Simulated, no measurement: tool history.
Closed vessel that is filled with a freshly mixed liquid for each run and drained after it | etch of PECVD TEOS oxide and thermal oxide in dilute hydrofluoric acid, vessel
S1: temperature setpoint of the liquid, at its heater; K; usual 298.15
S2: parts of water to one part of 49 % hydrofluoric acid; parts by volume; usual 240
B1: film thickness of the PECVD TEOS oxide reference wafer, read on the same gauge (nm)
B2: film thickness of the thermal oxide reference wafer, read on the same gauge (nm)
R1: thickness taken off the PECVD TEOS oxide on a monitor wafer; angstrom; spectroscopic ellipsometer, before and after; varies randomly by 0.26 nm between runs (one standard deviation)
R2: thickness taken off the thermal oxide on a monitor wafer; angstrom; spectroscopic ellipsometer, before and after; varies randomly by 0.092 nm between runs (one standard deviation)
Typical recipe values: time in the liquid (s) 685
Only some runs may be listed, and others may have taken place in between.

run 1 day=0.000 | S1=298.15 S2=240 time_in_the_liquid_(s)=685 | B1=60.01 B2=39.97 | R1=375.3 R2=116.4
run 2 day=2.150 | S1=298.15 S2=240 time_in_the_liquid_(s)=685 | B1=60.03 B2=39.99 | R1=374.9 R2=115.1
run 3 day=4.471 | S1=298.15 S2=240 time_in_the_liquid_(s)=685 | B1=59.99 B2=39.99 | R1=369.1 R2=116.6
run 4 day=6.450 | S1=298.15 S2=240 time_in_the_liquid_(s)=685 | B1=59.99 B2=40.00 | R1=373.8 R2=116.3
run 5 day=9.308 | S1=298.15 S2=240 time_in_the_liquid_(s)=685 | B1=59.98 B2=39.98 | R1=375.6 R2=115.3
run 6 day=15.017 | S1=298.15 S2=300 time_in_the_liquid_(s)=685 | B1=60.01 B2=40.04 | R1=281.5 R2=88.6
run 7 day=17.083 | S1=300.65 S2=135 time_in_the_liquid_(s)=1060 | B1=60.01 B2=39.97 | R1=1280.9 R2=387.5
run 8 day=19.692 | S1=294.65 S2=190 time_in_the_liquid_(s)=330 | B1=60.01 B2=40.02 | R1=208.6 R2=64.2
run 9 day=21.142 | S1=298.15 S2=240 time_in_the_liquid_(s)=685 | B1=60.00 B2=40.02 | R1=375.4 R2=115.4
run 10 day=25.946 | S1=302.65 S2=240 time_in_the_liquid_(s)=685 | B1=60.00 B2=40.00 | R1=440.0 R2=136.0
-- day=26.567 hydrofluoric acid flow meter replaced
run 11 day=27.375 | S1=298.15 S2=210 time_in_the_liquid_(s)=335 | B1=60.01 B2=40.03 | R1=195.6 R2=60.1
run 12 day=29.146 | S1=294.15 S2=315 time_in_the_liquid_(s)=550 | B1=59.97 B2=39.98 | R1=169.7 R2=51.9
run 13 day=31.829 | S1=298.15 S2=290 time_in_the_liquid_(s)=685 | B1=59.99 B2=40.01 | R1=266.3 R2=81.9
run 14 day=33.471 | S1=298.15 S2=190 time_in_the_liquid_(s)=870 | B1=60.00 B2=40.01 | R1=576.4 R2=176.3
-- day=35.883 thermometer replaced
run 15 day=41.658 | S1=295.65 S2=170 time_in_the_liquid_(s)=480 | B1=60.00 B2=40.02 | R1=353.9 R2=108.8
run 16 day=43.608 | S1=298.15 S2=170 time_in_the_liquid_(s)=1035 | B1=60.01 B2=39.99 | R1=843.5 R2=258.3
run 17 day=46.038 | S1=298.15 S2=240 time_in_the_liquid_(s)=685 | B1=60.00 B2=40.00 | R1=366.4 R2=112.3
run 18 day=47.838 | S1=302.65 S2=180 time_in_the_liquid_(s)=870 | B1=60.00 B2=39.99 | R1=774.8 R2=238.3
-- day=50.092 gauge calibrated
run 19 day=50.492 | S1=303.15 S2=140 time_in_the_liquid_(s)=435 | B1=59.99 B2=39.99 | R1=537.8 R2=162.8
run 20 day=53.054 | S1=299.65 S2=325 time_in_the_liquid_(s)=445 | B1=60.00 B2=40.01 | R1=168.8 R2=52.4
run 21 day=60.100 | S1=298.15 S2=320 time_in_the_liquid_(s)=685 | B1=60.00 B2=40.01 | R1=253.9 R2=77.4
run 22 day=62.138 | S1=298.15 S2=240 time_in_the_liquid_(s)=685 | B1=59.99 B2=40.01 | R1=363.5 R2=113.4
run 23 day=69.212 | S1=302.65 S2=355 time_in_the_liquid_(s)=800 | B1=60.01 B2=39.97 | R1=301.9 R2=92.8
run 24 day=70.292 | S1=298.15 S2=240 time_in_the_liquid_(s)=685 | B1=59.98 B2=40.01 | R1=363.0 R2=113.0
run 25 day=72.412 | S1=295.65 S2=295 time_in_the_liquid_(s)=535 | B1=59.98 B2=40.02 | R1=202.0 R2=61.8
run 26 day=74.258 | S1=295.15 S2=240 time_in_the_liquid_(s)=685 | B1=60.00 B2=40.01 | R1=326.6 R2=101.6
run 27 day=76.217 | S1=298.15 S2=240 time_in_the_liquid_(s)=900 | B1=60.00 B2=40.03 | R1=478.8 R2=147.6

3 options for the next run, each taken on its own from the tool as it stands now. Forecast them:
run A day=76.250 | S1=298.15 S2=240 time_in_the_liquid_(s)=685 | B1=? B2=? | R1=? R2=?
run B day=76.250 | S1=294.65 S2=140 time_in_the_liquid_(s)=895 | B1=? B2=? | R1=? R2=?
run C day=76.250 | S1=298.15 S2=190 time_in_the_liquid_(s)=685 | B1=? B2=? | R1=? R2=?

run=A B1=59.98 B2=39.98 R1=360.1 R2=113.0
run=B B1=59.98 B2=39.98 R1=781.0 R2=245.1
run=C B1=59.98 B2=39.98 R1=478.8 R2=150.3
Without the tool's hidden state the same runs would have given:
run=A R1=358.3 R2=112.4
run=B R1=783.2 R2=245.8
run=C R1=477.7 R2=149.9
